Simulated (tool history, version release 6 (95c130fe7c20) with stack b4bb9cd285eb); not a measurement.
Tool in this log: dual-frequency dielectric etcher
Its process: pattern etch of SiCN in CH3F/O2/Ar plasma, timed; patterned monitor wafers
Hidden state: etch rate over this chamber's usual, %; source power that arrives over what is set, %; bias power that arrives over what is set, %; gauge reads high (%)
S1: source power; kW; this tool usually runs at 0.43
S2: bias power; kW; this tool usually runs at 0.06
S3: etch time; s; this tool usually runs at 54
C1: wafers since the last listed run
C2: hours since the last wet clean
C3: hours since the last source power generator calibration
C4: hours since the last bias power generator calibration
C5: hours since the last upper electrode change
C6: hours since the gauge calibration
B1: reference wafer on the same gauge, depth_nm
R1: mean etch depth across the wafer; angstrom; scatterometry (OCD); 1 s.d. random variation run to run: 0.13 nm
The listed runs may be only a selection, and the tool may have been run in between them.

run,hour,S1,S2,S3,C1,C2,C3,C4,C5,C6,B1,R1
1,0,0.43,0.06,54,0,244.8,5081.1,1391.3,1937.2,283.5,18.06,203.6
2,8.5,0.43,0.06,54,72,253.3,5089.6,1399.8,1945.7,292,18.1,204.9
# hour 13.7: source power generator calibrated
3,17.9,0.43,0.06,54,46,262.7,4.2,1409.2,1955.1,301.4,18.1,203.5
4,27.7,0.45,0.06,54,83,272.5,14,1419,1964.9,311.2,18.08,210.4
# hour 34.5: gauge calibrated
5,35.3,0.43,0.06,54,65,280.1,21.6,1426.6,1972.5,0.8,18.13,204.2
# hour 39.5: bias power generator calibrated
6,43,0.43,0.06,54,31,287.8,29.3,3.5,1980.2,8.5,18.1,201.7
7,56.7,0.43,0.071,54,117,301.5,43,17.2,1993.9,22.2,18.11,221
8,65.2,0.43,0.06,54,72,310,51.5,25.7,2002.4,30.7,18.11,204.2
9,74.8,0.43,0.06,54,82,319.6,61.1,35.3,2012,40.3,18.1,202.7
10,86.8,0.33,0.067,54,102,331.6,73.1,47.3,2024,52.3,18.12,190.7
11,103.5,0.43,0.068,39,143,348.3,89.8,64,2040.7,69,18.1,156.4
# hour 170.3: wet clean of the chamber
12,170.8,0.33,0.056,68,371,0.5,157.1,131.3,2108,136.3,18.12,219.1
13,171.2,0.36,0.06,54,3,0.9,157.5,131.7,2108.4,136.7,18.06,186.8
14,179,0.47,0.06,65,66,8.7,165.3,139.5,2116.2,144.5,18.08,256.6
15,195.8,0.43,0.06,54,143,25.5,182.1,156.3,2133,161.3,18.11,201.3
# hour 237.5: upper electrode replaced
16,238,0.43,0.06,54,155,67.7,224.3,198.5,0.5,203.5,18.09,206.9
17,238.3,0.43,0.064,54,2,68,224.6,198.8,0.8,203.8,18.12,211.5
18,239.7,0.35,0.073,66.5,11,69.4,226,200.2,2.2,205.2,18.14,252.5
19,247.5,0.38,0.06,54,66,77.2,233.8,208,10,213,18.11,191.2
20,253.5,0.35,0.074,67.5,51,83.2,239.8,214,16,219,18.09,257.8
21,270,0.5,0.066,38,141,99.7,256.3,230.5,32.5,235.5,18.12,159.9
22,284,0.46,0.068,54,119,113.7,270.3,244.5,46.5,249.5,18.13,221.6
23,297.7,0.54,0.06,54,117,127.4,284,258.2,60.2,263.2,18.09,227.6
24,303.7,0.54,0.06,67.5,51,133.4,290,264.2,66.2,269.2,18.14,281.8
# hour 309.3: gauge calibrated
25,310.8,0.43,0.06,54,60,140.5,297.1,271.3,73.3,1.5,18.09,204.2
26,325.6,0.43,0.052,49,126,155.3,311.9,286.1,88.1,16.3,18.1,172
27,339,0.54,0.06,40.5,114,168.7,325.3,299.5,101.5,29.7,18.09,172.4
28,346.8,0.46,0.069,54,66,176.5,333.1,307.3,109.3,37.5,18.11,226.1
29,359.5,0.43,0.06,54,108,189.2,345.8,320,122,50.2,18.1,205.2

Here are 5 independent what-if runs from the current tool condition. What would each one return?
A,359.9,0.43,0.06,54,3,189.6,346.2,320.4,122.4,50.6,?,?
B,359.9,0.48,0.055,64,3,189.6,346.2,320.4,122.4,50.6,?,?
C,359.9,0.49,0.06,64,3,189.6,346.2,320.4,122.4,50.6,?,?
D,359.9,0.37,0.047,54,3,189.6,346.2,320.4,122.4,50.6,?,?
E,359.9,0.5,0.068,41.5,3,189.6,346.2,320.4,122.4,50.6,?,?

run,B1,R1
A,18.11,202.8
B,18.11,242.8
C,18.11,255.3
D,18.11,167.8
E,18.11,177
With no hidden state in the tool, these same runs would have given:
run,R1
A,202.8
B,242.8
C,255.3
D,167.8
E,177
